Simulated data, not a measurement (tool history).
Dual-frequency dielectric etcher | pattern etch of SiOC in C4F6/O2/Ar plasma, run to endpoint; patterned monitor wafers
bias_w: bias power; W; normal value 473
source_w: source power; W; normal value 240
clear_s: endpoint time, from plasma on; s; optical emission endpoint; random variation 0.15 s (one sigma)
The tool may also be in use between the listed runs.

run	hour	bias_w	source_w	wafers since the last listed run	hours since the last wet clean	hours since the last bias power generator calibration	hours since the last source power generator calibration	hours since the last upper electrode change	incoming incoming film thickness, nm	clear_s
1	0	564	240	0	390.3	3661.4	4634.4	1632.6	48.04	18.5
# hour 9.1: wet clean of the chamber
2	24.3	436	240	250	15.2	3685.7	4658.7	1656.9	47.94	19.4
3	39.2	426	270	245	30.1	3700.6	4673.6	1671.8	48.57	18.7
4	72.1	473	210	541	63	3733.5	4706.5	1704.7	48.63	20.5
5	114.8	473	250	703	105.7	3776.2	4749.2	1747.4	48.6	19.2
6	157.1	473	250	696	148	3818.5	4791.5	1789.7	48.31	19
7	172.1	473	250	247	163	3833.5	4806.5	1804.7	47.9	19.1
8	207.8	473	270	587	198.7	3869.2	4842.2	1840.4	47.91	18
9	232.6	473	270	408	223.5	3894	4867	1865.2	48.22	18.5
10	259.5	473	240	443	250.4	3920.9	4893.9	1892.1	48.23	19.6
# hour 267.1: source power generator calibrated
# hour 309.8: upper electrode replaced
11	310.3	473	240	375	301.2	3971.7	43.2	0.5	48.18	19.5
12	328.2	530	280	294	319.1	3989.6	61.1	18.4	48.18	17.8
13	353.4	473	200	415	344.3	4014.8	86.3	43.6	48.16	21.6
# hour 387.6: wet clean of the chamber
14	388.1	473	280	176	0.5	4049.5	121	78.3	48.26	17.6
15	399.4	551	210	186	11.8	4060.8	132.3	89.6	48.52	19.2
16	476.1	422	220	1263	88.5	4137.5	209	166.3	47.67	20.6
# hour 497.2: bias power generator calibrated
17	501.5	411	210	352	113.9	4.3	234.4	191.7	47.68	21.2
18	522.6	473	240	347	135	25.4	255.5	212.8	48.21	19.1
19	539.2	391	280	273	151.6	42	272.1	229.4	47.92	19.5
20	574.6	431	270	583	187	77.4	307.5	264.8	48.26	19
21	608	519	260	550	220.4	110.8	340.9	298.2	47.9	18
22	639.5	473	240	518	251.9	142.3	372.4	329.7	48.32	19.3
23	663.4	473	240	393	275.8	166.2	396.3	353.6	48.06	19.6
24	693.3	473	240	492	305.7	196.1	426.2	383.5	47.89	19.6

Take each entry between the runs: how does the hidden state at the last listed run before it differ from the hidden state at the first listed run after it?
After run 1, before run 2: wet clean of the chamber (hour 9.1)
  etch rate over this chamber's usual, %: -5.19 -> -0.299
  measured less the result without the state, clear_s: +0.9 -> +0 s
After run 10, before run 11: source power generator calibrated (hour 267.1); upper electrode replaced (hour 309.8)
  etch rate over this chamber's usual, %: -3.12 -> -3.73
  measured less the result without the state, clear_s: +0.6 -> +0.7 s
After run 13, before run 14: wet clean of the chamber (hour 387.6)
  etch rate over this chamber's usual, %: -4.25 -> -0.175
  measured less the result without the state, clear_s: +0.9 -> +0 s
After run 16, before run 17: bias power generator calibrated (hour 497.2)
  etch rate over this chamber's usual, %: -1.23 -> -1.53
  measured less the result without the state, clear_s: +0.2 -> +0.3 s
